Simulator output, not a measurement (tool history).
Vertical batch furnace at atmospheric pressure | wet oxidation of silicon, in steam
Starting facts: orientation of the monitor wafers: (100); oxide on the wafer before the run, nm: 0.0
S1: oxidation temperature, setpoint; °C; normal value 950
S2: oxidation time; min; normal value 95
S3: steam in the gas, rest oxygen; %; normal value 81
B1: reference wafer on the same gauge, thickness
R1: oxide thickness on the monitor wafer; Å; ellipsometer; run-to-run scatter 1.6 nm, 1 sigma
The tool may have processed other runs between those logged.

run,hour,S1,S2,S3,B1,R1
1,0,963,95,75,414.15,3796.8
2,178.5,963,95,75,414.08,3817.4
3,234.6,950,122.5,81,413.68,4347.6
4,300,950,122.5,81,414.08,4357.8
5,346.7,950,95,81,414.01,3617.5
6,392.3,950,95,81,413.98,3626.8
7,538.4,950,95,81,414.19,3619.3
8,574.2,950,95,81,414.65,3626.8
9,619.7,950,95,81,414.51,3637.8
10,677.7,950,95,81,413.98,3659.7
11,717.5,950,95,81,414.23,3676.3
12,777.9,950,131,81,414.01,4763.2
13,801,970,95,81,414.06,4434.5
14,857.4,941,95,81,414.17,3452
15,901.2,950,95,81,414.08,3750.5
16,940.7,950,138,69,413.79,4409.1
17,999.8,950,141,88,413.84,5020.1
18,1036.8,932,95,81,414.2,2978.3
19,1105.9,950,95,81,414.29,3552.9
20,1154.3,950,95,81,414.03,3545.4

Not shown here: 4 entries made in the log between runs. Locate each between two listed runs and compare the hidden state at the listed run before it with the hidden state at the listed run after it:
Logged between run 6 and run 7: gauge calibrated (hour 523)
  true tube temperature minus thermocouple reading, K: 2.52 -> 2.91
  measured less the result without the state, R1: +82.9 -> +95.3 Å
Logged between run 11 and run 12: thermocouples replaced and temperature profile calibrated (hour 777.4)
  true tube temperature minus thermocouple reading, K: 3.43 -> 6.48
  measured less the result without the state, R1: +113.7 -> +251.6 Å
Logged between run 13 and run 14: steam generator serviced (hour 831.9)
  nothing in the hidden state changes from one run to the other
  measured less the result without the state, R1: +224.1 -> +202.3 Å
Logged between run 16 and run 17: thermocouples replaced and temperature profile calibrated, repeated, since the last time left the tool worse (hour 973.2)
  true tube temperature minus thermocouple reading, K: 6.49 -> 0.365
  measured less the result without the state, R1: +239.8 -> +15 Å
